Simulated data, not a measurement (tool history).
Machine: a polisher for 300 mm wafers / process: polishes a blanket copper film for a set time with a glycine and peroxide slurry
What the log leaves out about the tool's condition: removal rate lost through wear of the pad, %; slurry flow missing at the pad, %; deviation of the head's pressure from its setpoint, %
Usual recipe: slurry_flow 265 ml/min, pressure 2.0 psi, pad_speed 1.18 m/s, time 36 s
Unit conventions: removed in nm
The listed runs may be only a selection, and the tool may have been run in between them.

run,hour,slurry_flow,pressure,pad_speed,time,wafers since the last listed run,wafers polished on this pad,hours since the slurry nozzle was cleaned,hours since the head pressure was calibrated,"incoming thickness of the incoming film, nm",removed
1,0.0,265,2.0,1.10,36,0,431,249.9,112.3,1595.3,160.2
2,43.0,265,2.0,1.18,36,255,687,292.9,155.3,1586.8,170.0
3,101.3,265,2.0,1.18,36,346,1034,351.2,213.6,1579.9,169.9
4,168.1,265,2.0,1.18,36,397,1431,418.0,280.4,1600.2,168.2
5,199.0,265,2.0,1.18,36,183,1615,448.9,311.3,1593.7,170.8
6,225.5,265,2.0,1.18,36,157,1773,475.4,337.8,1583.0,171.3
7,270.3,265,2.0,1.18,36,266,2039,520.2,382.6,1579.5,169.5
# hour 288.6: worn pad replaced by a new one
8,304.0,265,2.0,1.18,36,176,91,553.9,416.3,1595.6,172.4
# hour 489.2: slurry nozzle cleaned
9,501.4,265,2.0,1.18,36,1168,1260,12.2,613.7,1569.4,168.5
10,544.3,265,2.0,1.18,36,255,1515,55.1,656.6,1576.7,166.6
11,583.1,265,2.0,1.18,36,230,1746,93.9,695.4,1590.2,167.7
# hour 588.4: worn pad replaced by a new one
12,613.9,265,2.0,1.18,36,159,151,124.7,726.2,1574.9,167.0
13,798.7,265,2.0,1.18,36,1099,1250,309.5,911.0,1571.7,168.1
14,859.5,265,2.0,1.18,36,361,1612,370.3,971.8,1589.6,163.0
15,901.5,265,2.0,0.94,36,249,1862,412.3,1013.8,1611.5,139.8
16,929.5,205,1.3,0.78,27,166,2029,440.3,1041.8,1602.0,76.5
# hour 954.4: worn pad replaced by a new one
17,973.4,265,2.0,1.30,36,237,113,484.2,1085.7,1590.6,177.3
18,1036.3,265,2.0,1.18,36,374,487,547.1,1148.6,1573.7,163.0
19,1094.3,225,2.0,1.18,36,345,832,605.1,1206.6,1575.9,159.5
# hour 1110.0: head pressure recalibrated
20,1123.4,290,2.0,1.18,36,161,993,634.2,13.4,1581.4,160.9
21,1167.6,265,2.0,1.18,36,262,1256,678.4,57.6,1596.9,157.8
22,1227.9,265,2.0,1.44,36,358,1615,738.7,117.9,1567.3,186.4

Run 23 has not been measured yet. What should we expect?
# hour 1233.9: worn pad replaced by a new one
# hour 1283.5: slurry nozzle cleaned
23,1284.0,195,2.0,1.18,36,304,292,0.5,174.0,1603.4,?

{"run 23": {"removed": 151.2}}
With the hidden condition absent and the run-to-run variation left alone, this run would have shown removed 162.9 nm.
